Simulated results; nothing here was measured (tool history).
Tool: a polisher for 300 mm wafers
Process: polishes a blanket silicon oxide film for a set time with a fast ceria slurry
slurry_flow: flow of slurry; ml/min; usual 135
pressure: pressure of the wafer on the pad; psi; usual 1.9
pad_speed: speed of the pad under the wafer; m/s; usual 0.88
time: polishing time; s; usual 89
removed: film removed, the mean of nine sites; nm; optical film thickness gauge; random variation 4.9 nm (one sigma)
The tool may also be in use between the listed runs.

run	day	slurry_flow	pressure	pad_speed	time	incoming thickness of the incoming film, nm	removed
1	0	135	1.9	0.88	89	3939.8	725.8
2	1.9	135	1.9	0.88	89	3894.3	709.6
3	4.075	135	1.7	0.88	89	3884.5	657
4	6.158	135	1.7	0.88	89	3950.8	642
5	9.767	135	1.9	0.94	89	3947.6	738.7
6	12.271	135	1.9	0.94	89	3980.5	731.6
7	15.638	165	1.9	0.88	89	3960	756
8	20.092	155	1.9	0.88	89	3955.6	737.7
9	24.3	135	1.6	0.88	72	3912.6	513
10	26.242	135	1.6	0.88	72	3914.1	503.2
11	30.617	135	1.9	0.88	89	3843	699.1
12	33.2	135	1.9	0.88	89	3961.8	686.2
13	34.879	135	1.9	0.88	89	3902.7	677
14	39.258	135	1.9	0.72	89	3924.3	600.1
15	42.442	135	1.9	0.72	89	3930.1	601.9
16	46.388	135	1.9	0.68	80	3839.6	506
17	50.571	135	1.9	0.68	80	3891	568.7
18	60.571	135	1.9	0.88	70	3950.7	565.6
19	63.55	105	1.9	0.88	89	3901.9	725.2
20	65.292	135	1.6	1.12	89	3914.5	796.2
21	69.033	120	1.9	0.88	89	4011	717.1
22	71.738	135	1.9	1.18	99	3866.6	991.3
23	74.796	160	2.2	1.1	89	3999.5	938.2
24	77.2	135	1.9	0.88	89	3960.4	727.8
25	81.346	160	1.9	0.88	89	3983.9	732.1
26	83.742	135	1.9	0.8	89	3846.8	674.8
27	87.2	135	1.2	0.88	70	3972.1	471.7
28	91.092	135	1.9	0.88	89	3886.1	739.1
29	101.292	110	2.3	0.88	118	3880.8	1033.5
30	105.3	135	1.9	0.76	68	3968.1	501.2
31	108.229	135	1.9	0.88	89	3879.6	707.1
32	110.35	135	2.2	0.76	89	3998.2	730
33	113.508	135	1.9	0.88	89	3908.8	744.1
34	115.067	175	2.1	1.14	71	3860.1	753.2
35	118.808	135	1.9	0.88	73	3881.1	600

Taken out of this log: 16 entries between the listed runs. Where each belongs, and how the hidden state differs across it:
Between runs 2 and 3: worn pad replaced by a new one (day 3.192)
  slurry flow missing at the pad, %: 25.4 -> 29
  measured less the result without the state, removed: -34.2 -> -37.4 nm
Between runs 6 and 7: slurry nozzle cleaned (day 12.654); head pressure recalibrated (day 14.45)
  slurry flow missing at the pad, %: 42.2 -> 13.1
  measured less the result without the state, removed: -70.9 -> -14.4 nm
Between runs 9 and 10: worn pad replaced by a new one (day 24.929)
  slurry flow missing at the pad, %: 27.1 -> 30.3
  measured less the result without the state, removed: -26.9 -> -30.4 nm
Between runs 13 and 14: slurry nozzle cleaned (day 37.996)
  slurry flow missing at the pad, %: 44.2 -> 3.07
  measured less the result without the state, removed: -70.5 -> -2.8 nm
Between runs 14 and 15: head pressure recalibrated (day 41.425)
  slurry flow missing at the pad, %: 3.07 -> 8.22
  measured less the result without the state, removed: -2.8 -> -7.9 nm
Between runs 16 and 17: worn pad replaced by a new one, of another model than before (day 50.079)
  slurry flow missing at the pad, %: 14.6 -> 21.4
  measured less the result without the state, removed: -12.5 -> -13.1 nm
Between runs 18 and 19: slurry nozzle cleaned (day 61.304); head pressure recalibrated (day 63.433)
  slurry flow missing at the pad, %: 37.5 -> 5.55
  measured less the result without the state, removed: -25.3 -> -4.4 nm
Between runs 23 and 24: worn pad replaced by a new one (day 76.3)
  slurry flow missing at the pad, %: 23.7 -> 27.6
  measured less the result without the state, removed: -22.5 -> -22.5 nm
Between runs 26 and 27: slurry nozzle cleaned (day 85.533); head pressure recalibrated (day 85.704)
  slurry flow missing at the pad, %: 38.2 -> 6.05
  measured less the result without the state, removed: -30.9 -> -2.8 nm
Between runs 28 and 29: worn pad replaced by a new one (day 96.521)
  slurry flow missing at the pad, %: 12.3 -> 28.8
  measured less the result without the state, removed: -9.3 -> -36.8 nm
Between runs 31 and 32: slurry nozzle cleaned (day 108.529)
  slurry flow missing at the pad, %: 40.1 -> 5.23
  measured less the result without the state, removed: -34.4 -> -3.7 nm
Between runs 32 and 33: head pressure recalibrated (day 111.992)
  slurry flow missing at the pad, %: 5.23 -> 10.3
  measured less the result without the state, removed: -3.7 -> -7.7 nm
Between runs 34 and 35: worn pad replaced by a new one (day 117.538)
  slurry flow missing at the pad, %: 12.9 -> 18.9
  measured less the result without the state, removed: -8.8 -> -12 nm

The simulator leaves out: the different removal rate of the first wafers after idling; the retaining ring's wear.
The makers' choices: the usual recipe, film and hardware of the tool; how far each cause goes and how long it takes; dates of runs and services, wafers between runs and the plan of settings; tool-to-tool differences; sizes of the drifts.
